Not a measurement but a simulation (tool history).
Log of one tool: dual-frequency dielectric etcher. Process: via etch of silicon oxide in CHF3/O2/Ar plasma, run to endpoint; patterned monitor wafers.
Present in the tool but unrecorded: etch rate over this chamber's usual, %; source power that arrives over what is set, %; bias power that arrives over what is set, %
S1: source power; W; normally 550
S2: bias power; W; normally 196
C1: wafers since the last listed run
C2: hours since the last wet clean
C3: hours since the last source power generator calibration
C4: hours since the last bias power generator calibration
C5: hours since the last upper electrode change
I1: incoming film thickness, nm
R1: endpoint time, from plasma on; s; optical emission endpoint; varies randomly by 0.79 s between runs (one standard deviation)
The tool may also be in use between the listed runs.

run 1 hour=0.0 | S1=550 S2=186 | C1=0 C2=251.1 C3=3071.9 C4=3784.6 C5=6294.5 | I1=509.4 | R1=275.3
run 2 hour=47.2 | S1=550 S2=186 | C1=302 C2=298.3 C3=3119.1 C4=3831.8 C5=6341.7 | I1=506.8 | R1=272.7
run 3 hour=88.8 | S1=550 S2=186 | C1=266 C2=339.9 C3=3160.7 C4=3873.4 C5=6383.3 | I1=509.2 | R1=273.9
run 4 hour=165.6 | S1=550 S2=196 | C1=491 C2=416.7 C3=3237.5 C4=3950.2 C5=6460.1 | I1=507.4 | R1=269.1
run 5 hour=197.0 | S1=550 S2=196 | C1=201 C2=448.1 C3=3268.9 C4=3981.6 C5=6491.5 | I1=504.8 | R1=269.7
run 6 hour=232.6 | S1=550 S2=196 | C1=227 C2=483.7 C3=3304.5 C4=4017.2 C5=6527.1 | I1=514.0 | R1=275.3
run 7 hour=270.9 | S1=550 S2=196 | C1=245 C2=522.0 C3=3342.8 C4=4055.5 C5=6565.4 | I1=511.6 | R1=274.6
run 8 hour=299.0 | S1=550 S2=196 | C1=179 C2=550.1 C3=3370.9 C4=4083.6 C5=6593.5 | I1=516.1 | R1=277.0
run 9 hour=330.2 | S1=550 S2=196 | C1=199 C2=581.3 C3=3402.1 C4=4114.8 C5=6624.7 | I1=506.6 | R1=273.9
-- hour=342.3 source power generator calibrated
-- hour=369.4 bias power generator calibrated
-- hour=372.1 wet clean of the chamber
run 10 hour=373.4 | S1=410 S2=174 | C1=208 C2=1.3 C3=31.1 C4=4.0 C5=6667.9 | I1=504.6 | R1=300.4
run 11 hour=429.1 | S1=600 S2=181 | C1=356 C2=57.0 C3=86.8 C4=59.7 C5=6723.6 | I1=507.9 | R1=265.1
-- hour=495.0 upper electrode replaced
run 12 hour=495.4 | S1=650 S2=162 | C1=270 C2=123.3 C3=153.1 C4=126.0 C5=0.4 | I1=505.0 | R1=266.5
run 13 hour=543.5 | S1=420 S2=158 | C1=307 C2=171.4 C3=201.2 C4=174.1 C5=48.5 | I1=510.6 | R1=317.4
run 14 hour=582.9 | S1=670 S2=196 | C1=252 C2=210.8 C3=240.6 C4=213.5 C5=87.9 | I1=507.4 | R1=249.9
run 15 hour=608.8 | S1=550 S2=196 | C1=165 C2=236.7 C3=266.5 C4=239.4 C5=113.8 | I1=508.7 | R1=268.1
run 16 hour=771.4 | S1=470 S2=181 | C1=1040 C2=399.3 C3=429.1 C4=402.0 C5=276.4 | I1=514.2 | R1=296.1
run 17 hour=840.3 | S1=550 S2=196 | C1=441 C2=468.2 C3=498.0 C4=470.9 C5=345.3 | I1=508.4 | R1=272.2
run 18 hour=887.0 | S1=590 S2=196 | C1=298 C2=514.9 C3=544.7 C4=517.6 C5=392.0 | I1=503.2 | R1=264.3

Forecast each of these 4 alternatives for the next run:
run A hour=887.5 | S1=550 S2=196 | C1=3 C2=515.4 C3=545.2 C4=518.1 C5=392.5 | I1=507.6 | R1=?
run B hour=887.5 | S1=650 S2=196 | C1=3 C2=515.4 C3=545.2 C4=518.1 C5=392.5 | I1=507.6 | R1=?
run C hour=887.5 | S1=630 S2=155 | C1=3 C2=515.4 C3=545.2 C4=518.1 C5=392.5 | I1=507.6 | R1=?
run D hour=887.5 | S1=550 S2=147 | C1=3 C2=515.4 C3=545.2 C4=518.1 C5=392.5 | I1=507.6 | R1=?

run=A R1=272.8
run=B R1=257.8
run=C R1=284.0
run=D R1=303.4
What these runs would have given with no unlogged condition in the tool:
run=A R1=264.7
run=B R1=250.2
run=C R1=275.6
run=D R1=294.4
